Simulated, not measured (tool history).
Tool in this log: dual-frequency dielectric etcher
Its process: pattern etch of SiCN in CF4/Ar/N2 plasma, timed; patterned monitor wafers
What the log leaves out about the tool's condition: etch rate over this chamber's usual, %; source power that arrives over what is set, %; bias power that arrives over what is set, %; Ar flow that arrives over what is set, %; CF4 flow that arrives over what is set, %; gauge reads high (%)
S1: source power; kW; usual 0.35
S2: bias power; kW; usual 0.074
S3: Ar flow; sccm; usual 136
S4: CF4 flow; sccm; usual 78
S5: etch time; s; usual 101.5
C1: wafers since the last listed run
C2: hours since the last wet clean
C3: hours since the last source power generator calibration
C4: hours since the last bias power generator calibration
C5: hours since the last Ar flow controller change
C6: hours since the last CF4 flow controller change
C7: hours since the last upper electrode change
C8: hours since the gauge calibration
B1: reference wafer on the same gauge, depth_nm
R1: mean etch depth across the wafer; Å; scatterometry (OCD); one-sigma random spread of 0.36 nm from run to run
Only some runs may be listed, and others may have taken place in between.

run,hour,S1,S2,S3,S4,S5,C1,C2,C3,C4,C5,C6,C7,C8,B1,R1
1,0,0.35,0.074,136,78,101.5,0,235.4,4894.8,2852.7,3343.9,4704.8,5236.4,1444,70.8,633
2,95.5,0.35,0.074,136,78,101.5,1275,330.9,4990.3,2948.2,3439.4,4800.3,5331.9,1539.5,70.5,629
# hour 157: wet clean of the chamber, repeated, since the last time left the tool worse
3,189.7,0.35,0.074,136,78,101.5,937,32.7,5084.5,3042.4,3533.6,4894.5,5426.1,1633.7,70.6,654
# hour 210.4: CF4 flow controller replaced
# hour 249.7: Ar flow controller replaced
# hour 333.9: bias power generator calibrated
4,375.1,0.35,0.074,136,78,101.5,2263,218.1,5269.9,41.2,125.4,164.7,5611.5,1819.1,70.5,654
# hour 436.4: source power generator calibrated
# hour 443.1: upper electrode replaced
5,450.1,0.4,0.074,166,63,92,860,293.1,13.7,116.2,200.4,239.7,7,1894.1,70.5,651
6,497.1,0.35,0.068,147,84,85,627,340.1,60.7,163.2,247.4,286.7,54,1941.1,70.6,547
7,584.1,0.35,0.074,136,86,101.5,1162,427.1,147.7,250.2,334.4,373.7,141,2028.1,70.6,681
8,649.2,0.39,0.074,111,78,101.5,869,492.2,212.8,315.3,399.5,438.8,206.1,2093.2,70.6,765
# hour 679.5: wet clean of the chamber
9,745.2,0.35,0.074,126,78,101.5,961,65.7,308.8,411.3,495.5,534.8,302.1,2189.2,70.6,662
10,838.2,0.35,0.074,168,85,101.5,1242,158.7,401.8,504.3,588.5,627.8,395.1,2282.2,70.5,647
11,879.7,0.35,0.084,152,78,85,554,200.2,443.3,545.8,630,669.3,436.6,2323.7,70.7,561
12,980.5,0.35,0.081,136,78,127.5,1346,301,544.1,646.6,730.8,770.1,537.4,2424.5,70.6,842
13,1075.8,0.35,0.074,127,78,131,1273,396.3,639.4,741.9,826.1,865.4,632.7,2519.8,70.5,859
14,1135.3,0.28,0.063,111,87,101.5,794,455.8,698.9,801.4,885.6,924.9,692.2,2579.3,70.7,535
# hour 1156.6: gauge calibrated
15,1176.4,0.35,0.074,136,95,101.5,549,496.9,740,842.5,926.7,966,733.3,19.8,70.5,688
# hour 1241.3: wet clean of the chamber
16,1241.8,0.35,0.074,136,72,101.5,553,0.5,805.4,907.9,992.1,1031.4,798.7,85.2,70.6,642
17,1303.8,0.35,0.074,136,78,101.5,828,62.5,867.4,969.9,1054.1,1093.4,860.7,147.2,70.4,644
18,1385.5,0.3,0.074,114,78,101.5,1091,144.2,949.1,1051.6,1135.8,1175.1,942.4,228.9,70.6,562
19,1489.6,0.35,0.074,136,78,101.5,1390,248.3,1053.2,1155.7,1239.9,1279.2,1046.5,333,70.5,658
20,1528.4,0.3,0.074,136,78,101.5,518,287.1,1092,1194.5,1278.7,1318,1085.3,371.8,70.4,558
21,1632,0.35,0.074,136,78,101.5,1384,390.7,1195.6,1298.1,1382.3,1421.6,1188.9,475.4,70.5,665
22,1678.3,0.35,0.074,136,78,101.5,618,437,1241.9,1344.4,1428.6,1467.9,1235.2,521.7,70.6,667

Forecast each of these 3 alternatives for the next run:
A,1678.7,0.35,0.074,136,78,101.5,5,437.4,1242.3,1344.8,1429,1468.3,1235.6,522.1,?,?
B,1678.7,0.39,0.074,164,86,101.5,5,437.4,1242.3,1344.8,1429,1468.3,1235.6,522.1,?,?
C,1678.7,0.35,0.081,120,78,128,5,437.4,1242.3,1344.8,1429,1468.3,1235.6,522.1,?,?

run,B1,R1
A,70.6,662
B,70.6,733
C,70.6,861
Take away the tool's hidden state, keep each run's random variation, and the runs would have read:
run,R1
A,650
B,720
C,845
